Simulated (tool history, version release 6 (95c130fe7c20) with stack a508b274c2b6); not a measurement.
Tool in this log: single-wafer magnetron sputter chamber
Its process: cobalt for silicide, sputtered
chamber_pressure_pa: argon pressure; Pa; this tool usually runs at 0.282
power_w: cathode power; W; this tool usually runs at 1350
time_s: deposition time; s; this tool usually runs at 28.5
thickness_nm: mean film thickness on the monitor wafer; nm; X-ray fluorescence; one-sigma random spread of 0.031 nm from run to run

run   hour  chamber_pressure_pa  power_w  time_s  read-back reference wafer on the same gauge, thickness_nm  thickness_nm
  1      0                0.282     1350    28.5                                                     17.907        20.547
  2   25.2                0.282     1350    28.5                                                     17.916        20.452
  3   77.3                0.282     1350    28.5                                                     17.902        20.409
      85.8  -- magnet pack replaced
  4   91.2                0.282     1350    28.5                                                     17.898        20.364
  5  107.1                0.282     1350    28.5                                                     17.901        20.269
     110.8  -- gauge calibrated
  6  121.7                 0.35     1350    28.5                                                     17.895        19.952
       135  -- sputter target and shields replaced
  7  135.5                 0.35     1350    28.5                                                     17.901        20.257
  8  138.8                0.282     1350    28.5                                                      17.89        20.591
  9  151.9                0.282     1350    28.5                                                     17.894         20.56
       164  -- capacitance manometer re-zeroed and calibrated
 10  164.5                 0.35     1350    28.5                                                     17.908        20.328
 11  177.6                0.282     1350    28.5                                                     17.906        20.589
 12  193.2                0.328     1200    28.5                                                     17.892        18.094
 13  203.6                0.282     1350    23.4                                                     17.893        16.906
 14  212.1                0.334     1600    25.2                                                     17.907        21.338
 15    223                0.282     1550    28.5                                                     17.891        23.649
 16  231.8                0.282     1350    28.5                                                     17.896        20.548
 17  245.4                0.234     1500    28.5                                                     17.899            23
 18  261.9                0.316     1600    28.5                                                     17.899        24.108

Below are 3 alternative next runs, each starting from the tool's condition after run 18. Predict each:
  A  262.3                0.282     1350    28.5                                                          ?             ?
  B  262.3                0.326     1500    31.7                                                          ?             ?
  C  262.3                0.282     1050    31.2                                                          ?             ?

run  read-back reference wafer on the same gauge, thickness_nm  thickness_nm
  A                                                     17.897         20.49
  B                                                     17.897        25.101
  C                                                     17.897        17.446
Take away the tool's hidden state, keep each run's random variation, and the runs would have read:
run  thickness_nm
  A        20.605
  B        25.241
  C        17.544
